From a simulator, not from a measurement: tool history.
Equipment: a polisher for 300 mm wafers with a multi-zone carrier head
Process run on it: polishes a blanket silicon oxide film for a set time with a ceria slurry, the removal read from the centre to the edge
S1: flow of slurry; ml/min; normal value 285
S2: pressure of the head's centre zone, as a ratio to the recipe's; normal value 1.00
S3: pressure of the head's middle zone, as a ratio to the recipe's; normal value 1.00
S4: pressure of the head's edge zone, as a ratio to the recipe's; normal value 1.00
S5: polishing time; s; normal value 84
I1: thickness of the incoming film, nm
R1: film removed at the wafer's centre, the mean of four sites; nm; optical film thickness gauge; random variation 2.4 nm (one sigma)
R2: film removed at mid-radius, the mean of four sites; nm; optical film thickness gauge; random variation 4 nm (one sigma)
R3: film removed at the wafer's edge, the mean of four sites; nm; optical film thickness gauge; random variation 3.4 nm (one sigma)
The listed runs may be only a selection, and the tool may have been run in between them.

Run 1, hour 0.0: usual settings; I1 967.9. Result: R1 393.5 nm, R2 387.2 nm, R3 403.9 nm.
At hour 32.7: worn pad replaced by a new one.
Run 2, hour 46.9: usual settings; I1 975.9. Result: R1 391.3 nm, R2 393.5 nm, R3 398.8 nm.
Run 3, hour 63.4: usual settings; I1 983.1. Result: R1 393.2 nm, R2 388.6 nm, R3 404.4 nm.
Run 4, hour 81.1: usual settings but S2 1.04, S3 0.91, S4 0.94, S5 57 s; I1 961.9. Result: R1 273.6 nm, R2 243.0 nm, R3 265.4 nm.
Run 5, hour 88.4: usual settings; I1 967.3. Result: R1 386.8 nm, R2 386.0 nm, R3 396.9 nm.
Run 6, hour 95.3: usual settings but S2 0.95, S4 1.03; I1 967.1. Result: R1 374.2 nm, R2 397.1 nm, R3 409.5 nm.
Run 7, hour 120.8: usual settings but S2 0.89, S5 68 s; I1 964.2. Result: R1 289.7 nm, R2 320.0 nm, R3 325.9 nm.
Run 8, hour 137.2: usual settings but S5 109 s; I1 977.5. Result: R1 509.0 nm, R2 511.5 nm, R3 522.1 nm.
Run 9, hour 145.7: usual settings but S4 0.91, S5 103 s; I1 984.8. Result: R1 481.4 nm, R2 478.2 nm, R3 478.1 nm.
At hour 153.8: centre zone pressure recalibrated.
Run 10, hour 161.3: usual settings; I1 964.1. Result: R1 386.6 nm, R2 396.2 nm, R3 404.1 nm.
At hour 172.4: carrier head's membrane replaced by a new one.
Run 11, hour 173.5: usual settings; I1 955.7. Result: R1 393.3 nm, R2 386.4 nm, R3 406.5 nm.
Run 12, hour 186.3: usual settings but S2 1.08, S3 0.93; I1 958.5. Result: R1 416.7 nm, R2 361.3 nm, R3 403.7 nm.
Run 13, hour 197.0: usual settings but S1 190 ml/min, S2 1.06; I1 982.9. Result: R1 384.8 nm, R2 364.6 nm, R3 389.0 nm.
At hour 209.6: edge zone pressure recalibrated.
Run 14, hour 210.1: usual settings but S4 1.11; I1 967.8. Result: R1 390.2 nm, R2 397.3 nm, R3 421.0 nm.
At hour 211.4: slurry nozzle cleaned.
Run 15, hour 225.0: usual settings but S1 365 ml/min, S2 0.93, S5 64 s; I1 978.4. Result: R1 289.4 nm, R2 306.9 nm, R3 313.2 nm.
Run 16, hour 236.0: usual settings but S3 0.92; I1 988.2. Result: R1 391.5 nm, R2 363.9 nm, R3 395.8 nm.
Run 17, hour 246.1: usual settings but S1 375 ml/min, S2 0.96; I1 973.9. Result: R1 389.5 nm, R2 408.2 nm, R3 412.7 nm.
At hour 264.4: worn pad replaced by a new one.
Run 18, hour 277.2: usual settings; I1 977.8. Result: R1 392.5 nm, R2 389.8 nm, R3 400.6 nm.
Run 19, hour 287.5: usual settings but S5 111 s; I1 962.9. Result: R1 518.9 nm, R2 518.6 nm, R3 522.4 nm.

Run 20 comes next. What will it give?
Run 20, hour 297.9: usual settings but S4 1.08; I1 966.9. Result: R1 ?, R2 ?, R3 ?.

R1: 391.4 nm
R2: 393.8 nm
R3: 413.0 nm
If the tool had no hidden condition, the same run with the same run-to-run variation would have returned R1 391.4 nm, R2 393.8 nm, R3 413.0 nm.

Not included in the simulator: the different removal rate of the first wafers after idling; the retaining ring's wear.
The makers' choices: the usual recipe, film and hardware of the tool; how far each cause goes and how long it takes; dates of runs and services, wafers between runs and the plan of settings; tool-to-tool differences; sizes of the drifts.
